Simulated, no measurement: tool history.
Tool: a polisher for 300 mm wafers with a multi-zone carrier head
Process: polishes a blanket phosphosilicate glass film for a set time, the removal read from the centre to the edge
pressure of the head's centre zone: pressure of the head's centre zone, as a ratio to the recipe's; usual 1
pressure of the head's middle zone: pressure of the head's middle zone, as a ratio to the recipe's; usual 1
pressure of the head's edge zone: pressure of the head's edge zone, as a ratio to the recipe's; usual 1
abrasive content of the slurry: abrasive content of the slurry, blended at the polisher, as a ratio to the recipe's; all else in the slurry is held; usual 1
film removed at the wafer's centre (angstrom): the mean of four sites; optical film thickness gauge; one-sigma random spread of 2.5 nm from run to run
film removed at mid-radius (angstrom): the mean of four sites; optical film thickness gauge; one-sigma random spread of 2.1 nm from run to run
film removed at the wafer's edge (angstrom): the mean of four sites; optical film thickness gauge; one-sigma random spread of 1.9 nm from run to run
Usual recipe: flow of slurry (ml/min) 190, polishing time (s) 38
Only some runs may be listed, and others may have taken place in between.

run,day,flow of slurry (ml/min),pressure of the head's centre zone,pressure of the head's middle zone,pressure of the head's edge zone,abrasive content of the slurry,polishing time (s),wafers since the last listed run,wafers polished on this pad,hours since the slurry nozzle was cleaned,hours since the centre zone pressure was calibrated,hours since the edge zone pressure was calibrated,hours since the carrier head's membrane was replaced,"incoming thickness of the incoming film, nm",film removed at the wafer's centre (angstrom),film removed at mid-radius (angstrom),film removed at the wafer's edge (angstrom)
1,0,190,1,1,1,1,38,0,762,468.1,834.9,682.7,1914.6,4429.8,2485,2420,2481
# day 0.254: carrier head's membrane replaced by a new one, of another model than before
2,0.692,240,1,1,1,0.85,38,124,886,484.7,851.5,699.3,10.5,4395.1,2280,2225,2257
# day 1.067: worn pad replaced by a new one
3,1.158,190,0.92,0.96,0.92,1,38,77,23,495.9,862.7,710.5,21.7,4410.5,2371,2368,2347
# day 1.325: slurry nozzle cleaned
4,1.688,190,1,0.97,1,0.85,38,125,148,8.7,875.4,723.2,34.4,4530.4,2228,2139,2238
5,2.225,190,1.08,1,1,1,38,138,287,21.6,888.3,736.1,47.3,4464.6,2569,2463,2476
6,2.862,190,1,1,1,1,38,163,451,36.9,903.6,751.4,62.6,4443.7,2470,2423,2467
7,3.254,250,1,1,1,0.8,29,100,551,46.3,913,760.8,72,4368.1,1667,1632,1664
8,3.796,150,1,1,1,0.8,38,139,691,59.3,926,773.8,85,4484.1,1984,1952,2049
# day 4.042: edge zone pressure recalibrated
9,4.375,190,0.9,1,1,1,38,127,818,73.2,939.9,8,98.9,4387.4,2279,2391,2503
# day 5.304: worn pad replaced by a new one
10,5.338,190,0.92,0.96,0.92,1,38,204,8,96.3,963,31.1,122,4464.5,2348,2380,2407
11,5.629,190,1,1,1.09,1,29,74,83,103.3,970,38.1,129,4516.6,1858,1836,2009
12,6.075,190,1,1,1,1,34,114,198,114,980.7,48.8,139.7,4435.8,2185,2143,2243
13,6.521,190,1,1,0.93,0.9,38,114,312,124.7,991.4,59.5,150.4,4518.1,2271,2274,2212
# day 7.308: centre zone pressure recalibrated
14,7.329,190,1,1,1,1,38,186,499,144.1,0.5,78.9,169.8,4500.8,2386,2438,2487
15,9.292,215,1,1,1,1,38,504,1003,191.2,47.6,126,216.9,4413.8,2396,2496,2522
# day 10.025: worn pad replaced by a new one
16,10.046,150,1,0.91,0.91,1,27,151,5,209.3,65.7,144.1,235,4546.9,1644,1581,1607
17,10.125,190,1.1,1,1,1,38,20,25,211.2,67.6,146,236.9,4390.3,2590,2396,2494
18,11.554,190,1,1,1,1,38,367,392,245.5,101.9,180.3,271.2,4443.3,2400,2446,2496
19,12.296,190,1,1,1,0.75,38,190,583,263.3,119.7,198.1,289,4378.5,1939,1943,1968
20,12.796,190,1,1,1,1,38,128,712,275.3,131.7,210.1,301,4477.9,2414,2428,2489

Hidden state, per run?
removal rate lost through wear of the pad, %: 0 across all the runs
slurry flow missing at the pad, %: 0 across all the runs
deviation of the edge zone's pressure from its setpoint, %: 0 across all the runs
H1: deviation of the centre zone's pressure from its setpoint, %
run,H1
1,4.76
2,5
3,5.17
4,5.36
5,5.56
6,5.8
7,5.95
8,6.15
9,6.38
10,6.76
11,6.88
12,7.06
13,7.24
14,1.35
15,1.37
16,1.39
17,1.39
18,1.44
19,1.47
20,1.5
